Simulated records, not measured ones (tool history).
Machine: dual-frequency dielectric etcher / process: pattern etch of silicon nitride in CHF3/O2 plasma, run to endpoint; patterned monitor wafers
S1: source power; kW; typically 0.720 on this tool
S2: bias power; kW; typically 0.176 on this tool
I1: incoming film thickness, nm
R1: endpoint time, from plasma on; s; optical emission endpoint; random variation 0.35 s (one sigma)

run	hour	S1	S2	I1	R1
1	0.0	0.760	0.176	93.8	57.0
2	26.0	0.720	0.176	94.8	59.5
3	56.4	0.720	0.176	94.3	58.4
4	112.4	0.610	0.165	95.3	64.4
5	181.4	0.720	0.176	94.1	59.2
# hour 291.4: source power generator calibrated
# hour 294.4: wet clean of the chamber
# hour 295.4: bias power generator calibrated
6	295.9	0.720	0.164	94.9	57.2
7	302.7	0.720	0.176	94.8	56.7
8	336.5	0.720	0.149	94.1	59.1
9	383.9	0.720	0.149	94.2	59.7
10	450.8	0.720	0.176	95.0	56.7
11	477.9	0.810	0.148	94.6	57.9
12	541.2	0.720	0.176	93.8	56.5
13	574.1	0.610	0.209	94.5	57.0
14	608.4	0.660	0.196	93.9	56.8
# hour 645.5: upper electrode replaced
15	646.0	0.790	0.176	95.8	56.7

Run 16, settings as shown, results not yet in. Your forecast:
16	675.6	0.560	0.206	94.8	?

R1: 59.6 s
Without the tool's hidden state the same run would have given R1 58.6 s.
